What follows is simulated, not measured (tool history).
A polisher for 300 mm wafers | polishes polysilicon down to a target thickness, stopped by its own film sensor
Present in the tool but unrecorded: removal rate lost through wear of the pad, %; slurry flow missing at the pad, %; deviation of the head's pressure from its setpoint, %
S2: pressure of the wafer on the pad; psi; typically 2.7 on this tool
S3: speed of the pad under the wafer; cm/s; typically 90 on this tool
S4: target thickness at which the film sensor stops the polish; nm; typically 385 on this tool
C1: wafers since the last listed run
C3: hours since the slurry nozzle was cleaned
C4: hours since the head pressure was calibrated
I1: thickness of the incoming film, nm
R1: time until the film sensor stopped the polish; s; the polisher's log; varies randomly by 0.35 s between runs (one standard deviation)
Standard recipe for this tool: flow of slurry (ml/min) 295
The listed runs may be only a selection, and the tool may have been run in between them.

{"run": 1, "hour": 0.0, "flow of slurry (ml/min)": 295, "S2": 3.2, "S3": 90, "S4": 385, "C1": 0, "wafers polished on this pad": 370, "C3": 507.2, "C4": 1052.7, "I1": 884.0, "R1": 51.7}
{"run": 2, "hour": 12.8, "flow of slurry (ml/min)": 325, "S2": 2.7, "S3": 90, "S4": 511, "C1": 131, "wafers polished on this pad": 502, "C3": 520.0, "C4": 1065.5, "I1": 890.4, "R1": 47.0}
{"run": 3, "hour": 30.0, "flow of slurry (ml/min)": 325, "S2": 2.7, "S3": 90, "S4": 511, "C1": 177, "wafers polished on this pad": 679, "C3": 537.2, "C4": 1082.7, "I1": 889.6, "R1": 48.3}
{"hour": 38.5, "done": "worn pad replaced by a new one"}
{"run": 4, "hour": 47.5, "flow of slurry (ml/min)": 325, "S2": 2.7, "S3": 90, "S4": 511, "C1": 139, "wafers polished on this pad": 92, "C3": 554.7, "C4": 1100.2, "I1": 888.4, "R1": 44.9}
{"run": 5, "hour": 60.1, "flow of slurry (ml/min)": 295, "S2": 2.7, "S3": 90, "S4": 385, "C1": 129, "wafers polished on this pad": 222, "C3": 567.3, "C4": 1112.8, "I1": 892.7, "R1": 61.7}
{"run": 6, "hour": 69.2, "flow of slurry (ml/min)": 295, "S2": 2.7, "S3": 90, "S4": 385, "C1": 93, "wafers polished on this pad": 315, "C3": 576.4, "C4": 1121.9, "I1": 899.6, "R1": 62.7}
{"run": 7, "hour": 79.1, "flow of slurry (ml/min)": 380, "S2": 2.7, "S3": 90, "S4": 385, "C1": 102, "wafers polished on this pad": 418, "C3": 586.3, "C4": 1131.8, "I1": 896.5, "R1": 61.9}
{"run": 8, "hour": 85.1, "flow of slurry (ml/min)": 215, "S2": 2.7, "S3": 90, "S4": 385, "C1": 61, "wafers polished on this pad": 479, "C3": 592.3, "C4": 1137.8, "I1": 899.7, "R1": 65.2}
{"run": 9, "hour": 101.9, "flow of slurry (ml/min)": 215, "S2": 2.7, "S3": 90, "S4": 385, "C1": 173, "wafers polished on this pad": 652, "C3": 609.1, "C4": 1154.6, "I1": 875.9, "R1": 63.9}
{"hour": 109.2, "done": "worn pad replaced by a new one"}
{"run": 10, "hour": 118.3, "flow of slurry (ml/min)": 295, "S2": 2.7, "S3": 90, "S4": 385, "C1": 127, "wafers polished on this pad": 93, "C3": 625.5, "C4": 1171.0, "I1": 884.4, "R1": 59.2}
{"run": 11, "hour": 132.2, "flow of slurry (ml/min)": 335, "S2": 2.7, "S3": 90, "S4": 385, "C1": 143, "wafers polished on this pad": 237, "C3": 639.4, "C4": 1184.9, "I1": 905.1, "R1": 62.1}

Run 12 has not been measured yet. What should we expect?
{"run": 12, "hour": 145.6, "flow of slurry (ml/min)": 295, "S2": 2.7, "S3": 90, "S4": 487, "C1": 138, "wafers polished on this pad": 375, "C3": 652.8, "C4": 1198.3, "I1": 889.7, "R1": "?"}

Run 12 gave R1 49.4 s.
With no hidden state in the tool, this same run would have given R1 51.9 s.
